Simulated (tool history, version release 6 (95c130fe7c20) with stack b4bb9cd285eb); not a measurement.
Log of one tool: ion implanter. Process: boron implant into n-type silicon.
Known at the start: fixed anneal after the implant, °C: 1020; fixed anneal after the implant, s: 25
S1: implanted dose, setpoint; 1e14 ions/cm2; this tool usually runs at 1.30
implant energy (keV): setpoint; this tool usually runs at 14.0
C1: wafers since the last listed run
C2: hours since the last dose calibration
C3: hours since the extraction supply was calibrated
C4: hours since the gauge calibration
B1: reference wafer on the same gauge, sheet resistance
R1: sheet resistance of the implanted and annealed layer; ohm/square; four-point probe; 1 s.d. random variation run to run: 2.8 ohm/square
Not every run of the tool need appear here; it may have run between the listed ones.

Run 1, hour 0.0: usual settings but S1 1.47 1e14 ions/cm2; C1 0; C2 1472.7; C3 2713.2; C4 46.4; B1 700.77. Result: R1 591.63 ohm/square.
Run 2, hour 13.7: usual settings but S1 1.47 1e14 ions/cm2; C1 192; C2 1486.4; C3 2726.9; C4 60.1; B1 701.20. Result: R1 592.94 ohm/square.
Run 3, hour 19.9: usual settings but S1 1.47 1e14 ions/cm2; C1 87; C2 1492.6; C3 2733.1; C4 66.3; B1 700.84. Result: R1 593.68 ohm/square.
Run 4, hour 33.0: usual settings but implant energy (keV) 17.0; C1 184; C2 1505.7; C3 2746.2; C4 79.4; B1 700.64. Result: R1 639.00 ohm/square.
Run 5, hour 47.6: usual settings but implant energy (keV) 17.0; C1 205; C2 1520.3; C3 2760.8; C4 94.0; B1 701.19. Result: R1 638.20 ohm/square.
Run 6, hour 54.8: usual settings but implant energy (keV) 12.0; C1 101; C2 1527.5; C3 2768.0; C4 101.2; B1 701.00. Result: R1 664.98 ohm/square.
Run 7, hour 72.3: usual settings but implant energy (keV) 12.0; C1 246; C2 1545.0; C3 2785.5; C4 118.7; B1 700.74. Result: R1 661.85 ohm/square.
Run 8, hour 88.6: usual settings; C1 229; C2 1561.3; C3 2801.8; C4 135.0; B1 701.11. Result: R1 654.77 ohm/square.
Run 9, hour 101.1: usual settings; C1 175; C2 1573.8; C3 2814.3; C4 147.5; B1 701.13. Result: R1 652.27 ohm/square.
Run 10, hour 110.1: usual settings but S1 1.00 1e14 ions/cm2; C1 126; C2 1582.8; C3 2823.3; C4 156.5; B1 701.62. Result: R1 803.11 ohm/square.
Run 11, hour 119.8: usual settings but S1 1.00 1e14 ions/cm2; C1 136; C2 1592.5; C3 2833.0; C4 166.2; B1 700.82. Result: R1 805.25 ohm/square.
Run 12, hour 137.2: usual settings but S1 1.00 1e14 ions/cm2; C1 244; C2 1609.9; C3 2850.4; C4 183.6; B1 701.06. Result: R1 793.73 ohm/square.
At hour 159.7: extraction supply calibrated.
Run 13, hour 160.2: usual settings but implant energy (keV) 10.5; C1 211; C2 1632.9; C3 0.5; C4 206.6; B1 701.68. Result: R1 678.96 ohm/square.
At hour 193.8: gauge calibrated.
Run 14, hour 202.6: usual settings but implant energy (keV) 10.5; C1 596; C2 1675.3; C3 42.9; C4 8.8; B1 701.19. Result: R1 681.70 ohm/square.
Run 15, hour 210.7: usual settings but S1 1.15 1e14 ions/cm2; C1 113; C2 1683.4; C3 51.0; C4 16.9; B1 701.18. Result: R1 716.32 ohm/square.
Run 16, hour 224.4: usual settings but implant energy (keV) 16.0; C1 192; C2 1697.1; C3 64.7; C4 30.6; B1 700.43. Result: R1 639.92 ohm/square.
Run 17, hour 240.2: usual settings but S1 1.08 1e14 ions/cm2, implant energy (keV) 10.0; C1 222; C2 1712.9; C3 80.5; C4 46.4; B1 700.99. Result: R1 792.64 ohm/square.
Run 18, hour 292.2: usual settings but implant energy (keV) 12.0; C1 731; C2 1764.9; C3 132.5; C4 98.4; B1 701.83. Result: R1 668.73 ohm/square.
Run 19, hour 303.3: usual settings but S1 0.96 1e14 ions/cm2; C1 156; C2 1776.0; C3 143.6; C4 109.5; B1 700.81. Result: R1 829.16 ohm/square.
At hour 315.0: Faraday cup replaced and dose calibrated.
Run 20, hour 315.5: usual settings but S1 0.95 1e14 ions/cm2, implant energy (keV) 9.5; C1 59; C2 0.5; C3 155.8; C4 121.7; B1 701.32. Result: R1 883.73 ohm/square.
Run 21, hour 324.4: usual settings but implant energy (keV) 15.5; C1 125; C2 9.4; C3 164.7; C4 130.6; B1 700.81. Result: R1 642.90 ohm/square.
Run 22, hour 340.4: usual settings; C1 225; C2 25.4; C3 180.7; C4 146.6; B1 700.75. Result: R1 657.03 ohm/square.
Run 23, hour 357.3: usual settings but implant energy (keV) 11.5; C1 237; C2 42.3; C3 197.6; C4 163.5; B1 700.84. Result: R1 672.73 ohm/square.
Run 24, hour 373.1: usual settings; C1 222; C2 58.1; C3 213.4; C4 179.3; B1 700.97. Result: R1 648.42 ohm/square.
Run 25, hour 387.7: usual settings but S1 1.54 1e14 ions/cm2, implant energy (keV) 12.5; C1 205; C2 72.7; C3 228.0; C4 193.9; B1 700.83. Result: R1 573.91 ohm/square.
Run 26, hour 396.4: usual settings but S1 1.44 1e14 ions/cm2, implant energy (keV) 18.0; C1 122; C2 81.4; C3 236.7; C4 202.6; B1 701.07. Result: R1 577.34 ohm/square.
Run 27, hour 406.4: usual settings but S1 1.45 1e14 ions/cm2, implant energy (keV) 17.0; C1 140; C2 91.4; C3 246.7; C4 212.6; B1 700.84. Result: R1 583.64 ohm/square.
Run 28, hour 421.9: usual settings; C1 218; C2 106.9; C3 262.2; C4 228.1; B1 701.25. Result: R1 655.80 ohm/square.
Run 29, hour 428.1: usual settings but S1 1.68 1e14 ions/cm2, implant energy (keV) 12.0; C1 87; C2 113.1; C3 268.4; C4 234.3; B1 700.90. Result: R1 540.50 ohm/square.
At hour 438.6: gauge calibrated.
Run 30, hour 443.3: usual settings; C1 213; C2 128.3; C3 283.6; C4 4.7; B1 700.50. Result: R1 656.55 ohm/square.

Entry by entry between the runs, the difference in hidden state between the last listed run before and the first listed run after:
From run 12 to run 13: extraction supply calibrated (hour 159.7)
  no hidden state differs between the two runs
From run 13 to run 14: gauge calibrated (hour 193.8)
  no hidden state differs between the two runs
From run 19 to run 20: Faraday cup replaced and dose calibrated (hour 315.0)
  no hidden state differs between the two runs
From run 29 to run 30: gauge calibrated (hour 438.6)
  no hidden state differs between the two runs

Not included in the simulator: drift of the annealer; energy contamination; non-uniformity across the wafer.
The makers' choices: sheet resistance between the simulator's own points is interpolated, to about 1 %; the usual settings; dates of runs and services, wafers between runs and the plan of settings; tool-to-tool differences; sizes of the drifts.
